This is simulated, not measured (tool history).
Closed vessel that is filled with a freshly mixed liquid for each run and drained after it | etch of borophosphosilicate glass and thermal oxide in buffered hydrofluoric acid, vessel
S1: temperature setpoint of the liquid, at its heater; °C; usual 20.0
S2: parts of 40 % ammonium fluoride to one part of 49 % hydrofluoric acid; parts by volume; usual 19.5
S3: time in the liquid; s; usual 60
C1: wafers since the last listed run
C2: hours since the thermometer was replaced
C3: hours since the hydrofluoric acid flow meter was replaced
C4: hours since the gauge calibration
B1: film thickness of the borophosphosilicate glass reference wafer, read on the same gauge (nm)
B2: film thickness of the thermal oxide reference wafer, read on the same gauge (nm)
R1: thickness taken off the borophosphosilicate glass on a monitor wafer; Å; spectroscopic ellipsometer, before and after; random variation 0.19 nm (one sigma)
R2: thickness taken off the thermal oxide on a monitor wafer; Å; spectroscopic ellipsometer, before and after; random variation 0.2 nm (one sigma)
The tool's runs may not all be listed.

run	hour	S1	S2	S3	C1	C2	C3	C4	B1	B2	R1	R2
1	0.0	20.0	19.5	60	0	1316.7	807.2	358.4	109.98	89.97	398.5	262.1
# hour 19.4: gauge calibrated
2	34.5	20.0	19.5	60	4584	1351.2	841.7	15.1	110.01	90.00	396.8	258.0
3	63.3	20.0	19.5	60	3826	1380.0	870.5	43.9	110.02	90.02	397.9	264.0
4	84.5	20.0	19.5	60	2816	1401.2	891.7	65.1	109.99	90.01	399.4	257.9
5	112.8	20.0	19.5	60	3760	1429.5	920.0	93.4	110.02	89.99	395.5	260.7
6	165.8	21.0	19.5	60	7042	1482.5	973.0	146.4	109.98	89.99	420.9	270.0
7	183.5	21.0	19.5	60	2351	1500.2	990.7	164.1	110.01	90.00	423.5	271.2
8	205.6	20.0	19.5	60	2936	1522.3	1012.8	186.2	110.01	90.00	393.6	257.4
9	221.4	20.0	19.5	60	2099	1538.1	1028.6	202.0	109.97	90.00	394.5	259.4
10	255.5	20.0	19.5	60	4530	1572.2	1062.7	236.1	109.98	89.98	396.4	256.5
11	287.0	18.5	19.5	60	4185	1603.7	1094.2	267.6	110.02	90.02	363.4	235.4
12	304.5	18.5	19.5	60	2325	1621.2	1111.7	285.1	109.98	90.05	364.4	237.2
13	326.7	20.0	19.5	50	2949	1643.4	1133.9	307.3	109.99	90.01	328.4	214.4
14	354.8	25.0	19.5	60	3733	1671.5	1162.0	335.4	110.00	90.00	516.5	338.7
# hour 357.1: gauge calibrated
15	389.7	20.0	19.5	60	4637	1706.4	1196.9	32.6	109.97	90.04	392.7	258.3
16	404.4	23.5	19.5	80	1953	1721.1	1211.6	47.3	110.03	90.00	632.9	411.2
# hour 435.8: hydrofluoric acid flow meter replaced
17	438.8	20.0	26.0	90	4437	1755.5	3.0	81.7	110.02	90.02	507.8	330.4
18	459.1	18.0	25.0	60	2697	1775.8	23.3	102.0	110.00	89.96	311.4	202.5
19	478.8	20.0	19.5	85	2617	1795.5	43.0	121.7	110.05	90.00	588.2	386.4
# hour 503.4: thermometer replaced
20	511.7	20.0	19.5	60	4238	8.3	75.9	154.6	110.01	89.99	415.3	269.2
21	529.7	23.5	27.0	80	2391	26.3	93.9	172.6	110.00	89.98	538.3	352.7
22	555.9	20.0	19.5	60	3481	52.5	120.1	198.8	110.01	89.98	415.3	271.0
23	575.9	20.0	14.5	40	2657	72.5	140.1	218.8	110.01	90.00	367.1	238.2
24	597.2	20.0	19.5	60	2830	93.8	161.4	240.1	110.03	89.99	410.5	270.3
25	623.8	20.0	19.5	60	3534	120.4	188.0	266.7	109.97	90.05	411.2	270.5
26	648.3	18.0	22.5	60	3255	144.9	212.5	291.2	110.00	90.01	332.0	214.8

How the hidden state differs across the entries between the runs, from the last listed run before each to the first after it:
Between runs 1 and 2: gauge calibrated (hour 19.4)
  hydrofluoric acid flow below the setpoint (%): 5.59 -> 5.8
  measured less the result without the state, R1: -19.4 -> -19.9 Å; R2: -12.7 -> -12.9 Å
Between runs 14 and 15: gauge calibrated (hour 357.1)
  hydrofluoric acid flow below the setpoint (%): 7.79 -> 8.01
  measured less the result without the state, R1: -33.9 -> -26.5 Å; R2: -22.1 -> -17.4 Å
Between runs 16 and 17: hydrofluoric acid flow meter replaced (hour 435.8)
  hydrofluoric acid flow below the setpoint (%): 8.1 -> 0.636
  measured less the result without the state, R1: -43.1 -> -2.2 Å; R2: -27.9 -> -1.4 Å
Between runs 19 and 20: thermometer replaced (hour 503.4)
  hydrofluoric acid flow below the setpoint (%): 0.884 -> 1.09
  measured less the result without the state, R1: -5.2 -> -4.6 Å; R2: -3.4 -> -2.9 Å

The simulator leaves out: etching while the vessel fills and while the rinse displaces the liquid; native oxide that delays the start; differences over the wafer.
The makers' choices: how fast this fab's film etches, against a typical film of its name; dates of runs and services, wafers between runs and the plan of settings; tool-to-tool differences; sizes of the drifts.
